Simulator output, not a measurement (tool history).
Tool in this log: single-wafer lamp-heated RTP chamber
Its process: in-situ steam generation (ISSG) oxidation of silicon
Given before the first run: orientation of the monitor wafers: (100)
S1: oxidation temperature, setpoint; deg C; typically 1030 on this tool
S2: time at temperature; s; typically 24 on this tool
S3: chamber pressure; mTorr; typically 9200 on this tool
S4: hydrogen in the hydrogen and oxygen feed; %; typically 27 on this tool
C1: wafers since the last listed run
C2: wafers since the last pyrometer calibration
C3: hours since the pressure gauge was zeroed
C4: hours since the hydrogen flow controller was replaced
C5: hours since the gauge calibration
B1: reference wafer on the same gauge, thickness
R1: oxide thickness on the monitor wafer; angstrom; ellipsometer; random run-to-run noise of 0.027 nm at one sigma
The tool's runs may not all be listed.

run 1 day=0 | S1=1030 S2=24 S3=9200 S4=27 | C1=0 C2=345 C3=1802.6 C4=3901.7 C5=1655.2 | B1=7.662 | R1=69.4
run 2 day=1.488 | S1=1030 S2=24 S3=9200 S4=27 | C1=445 C2=791 C3=1838.3 C4=3937.4 C5=1690.9 | B1=7.65 | R1=70.13
run 3 day=2.8 | S1=1030 S2=24 S3=9200 S4=32 | C1=393 C2=1184 C3=1869.8 C4=3968.9 C5=1722.4 | B1=7.65 | R1=73.51
run 4 day=5.038 | S1=1030 S2=24 S3=9200 S4=32 | C1=670 C2=1855 C3=1923.5 C4=4022.6 C5=1776.1 | B1=7.645 | R1=73.8
run 5 day=7.825 | S1=1030 S2=24 S3=9200 S4=27 | C1=835 C2=2691 C3=1990.4 C4=4089.5 C5=1843 | B1=7.65 | R1=71.37
run 6 day=10.688 | S1=1030 S2=24 S3=9200 S4=27 | C1=858 C2=3549 C3=2059.1 C4=4158.2 C5=1911.7 | B1=7.648 | R1=71.44
run 7 day=12.567 | S1=1030 S2=24 S3=9200 S4=27 | C1=563 C2=4112 C3=2104.2 C4=4203.3 C5=1956.8 | B1=7.65 | R1=72
run 8 day=14.062 | S1=1030 S2=24 S3=9200 S4=27 | C1=448 C2=4561 C3=2140.1 C4=4239.2 C5=1992.7 | B1=7.654 | R1=71.6
run 9 day=16.95 | S1=1020 S2=28 S3=10200 S4=20 | C1=865 C2=5426 C3=2209.4 C4=4308.5 C5=2062 | B1=7.641 | R1=68.27
-- day=18.838 pyrometer window cleaned and pyrometer calibrated
run 10 day=19.071 | S1=1030 S2=24 S3=9200 S4=27 | C1=535 C2=70 C3=2260.3 C4=4359.4 C5=2112.9 | B1=7.663 | R1=69.47
run 11 day=22.375 | S1=1030 S2=24 S3=9200 S4=27 | C1=990 C2=1060 C3=2339.6 C4=4438.7 C5=2192.2 | B1=7.647 | R1=70.99
run 12 day=25.142 | S1=1045 S2=24 S3=8800 S4=27 | C1=829 C2=1890 C3=2406 C4=4505.1 C5=2258.6 | B1=7.662 | R1=77.54
run 13 day=26.188 | S1=1030 S2=24 S3=9200 S4=31 | C1=313 C2=2203 C3=2431.1 C4=4530.2 C5=2283.7 | B1=7.651 | R1=74.22
-- day=26.9 hydrogen flow controller replaced
run 14 day=28.617 | S1=1030 S2=30 S3=9200 S4=27 | C1=628 C2=2832 C3=2489.4 C4=41.2 C5=2342 | B1=7.656 | R1=80.73
run 15 day=31.612 | S1=1022 S2=24 S3=8000 S4=32 | C1=898 C2=3730 C3=2561.3 C4=113.1 C5=2413.9 | B1=7.661 | R1=72.49
-- day=32.496 pressure gauge zeroed
run 16 day=32.854 | S1=1048 S2=24 S3=9200 S4=27 | C1=272 C2=4002 C3=8.6 C4=142.9 C5=2443.7 | B1=7.653 | R1=79.69
-- day=33.721 gauge calibrated
-- day=36.962 pyrometer window cleaned and pyrometer calibrated
run 17 day=41.425 | S1=1030 S2=24 S3=9200 S4=27 | C1=2469 C2=1338 C3=214.3 C4=348.6 C5=184.9 | B1=7.653 | R1=70.67
run 18 day=43.975 | S1=1030 S2=24 S3=9200 S4=27 | C1=764 C2=2102 C3=275.5 C4=409.8 C5=246.1 | B1=7.652 | R1=71.7
run 19 day=46.792 | S1=1014 S2=33 S3=9200 S4=27 | C1=844 C2=2946 C3=343.1 C4=477.4 C5=313.7 | B1=7.657 | R1=77.98
run 20 day=48.788 | S1=1038 S2=16 S3=8100 S4=19 | C1=598 C2=3545 C3=391 C4=525.3 C5=361.6 | B1=7.661 | R1=57.06
run 21 day=49.9 | S1=1030 S2=24 S3=9200 S4=27 | C1=333 C2=3878 C3=417.7 C4=552 C5=388.3 | B1=7.64 | R1=72.3
run 22 day=51.171 | S1=1030 S2=32 S3=10000 S4=27 | C1=380 C2=4259 C3=448.2 C4=582.5 C5=418.8 | B1=7.646 | R1=83.02
run 23 day=53.6 | S1=1036 S2=24 S3=10200 S4=22 | C1=728 C2=4988 C3=506.5 C4=640.8 C5=477.1 | B1=7.66 | R1=69.83
run 24 day=55.404 | S1=1050 S2=28 S3=9200 S4=18 | C1=540 C2=5528 C3=549.8 C4=684.1 C5=520.4 | B1=7.656 | R1=80.32
run 25 day=57.638 | S1=1035 S2=30 S3=8300 S4=24 | C1=669 C2=6198 C3=603.4 C4=737.7 C5=574 | B1=7.649 | R1=82.3
-- day=58.433 pyrometer window cleaned and pyrometer calibrated
run 26 day=59.4 | S1=1030 S2=17 S3=9200 S4=32 | C1=428 C2=289 C3=645.7 C4=780 C5=616.3 | B1=7.652 | R1=61.19
run 27 day=61.55 | S1=1030 S2=24 S3=9200 S4=24 | C1=644 C2=933 C3=697.3 C4=831.6 C5=667.9 | B1=7.653 | R1=68.6
run 28 day=64.238 | S1=1040 S2=16 S3=9200 S4=27 | C1=805 C2=1739 C3=761.8 C4=896.1 C5=732.4 | B1=7.637 | R1=61.45
run 29 day=65.312 | S1=1030 S2=16 S3=9200 S4=27 | C1=322 C2=2061 C3=787.6 C4=921.9 C5=758.2 | B1=7.654 | R1=58.11
run 30 day=66.621 | S1=1039 S2=18 S3=9200 S4=27 | C1=392 C2=2453 C3=819 C4=953.3 C5=789.6 | B1=7.646 | R1=64.67
run 31 day=68.833 | S1=1030 S2=24 S3=9200 S4=27 | C1=663 C2=3117 C3=872.1 C4=1006.4 C5=842.7 | B1=7.647 | R1=71.88

Measured less the same run without the tool's hidden state. The same run-to-run variation is in both; the gauge's scatter may not be:
The hidden state here: true wafer temperature minus pyrometer reading, K; true pressure minus gauge reading, Torr; deviation of the hydrogen flow from its setpoint, %; gauge reads high (%).
run=1 R1=+0.5
run=2 R1=+1.01
run=3 R1=+1.45
run=4 R1=+1.95
run=5 R1=+2.3
run=6 R1=+2.58
run=7 R1=+2.72
run=8 R1=+2.79
run=9 R1=+2.69
run=10 R1=+0.36
run=11 R1=+1.52
run=12 R1=+2.5
run=13 R1=+2.4
run=14 R1=+3.09
run=15 R1=+2.79
run=16 R1=+3.59
run=17 R1=+1.76
run=18 R1=+2.29
run=19 R1=+2.82
run=20 R1=+2.15
run=21 R1=+2.94
run=22 R1=+3.64
run=23 R1=+3.1
run=24 R1=+3.97
run=25 R1=+3.92
run=26 R1=+0.35
run=27 R1=+1.12
run=28 R1=+1.5
run=29 R1=+1.48
run=30 R1=+1.95
run=31 R1=+2.45
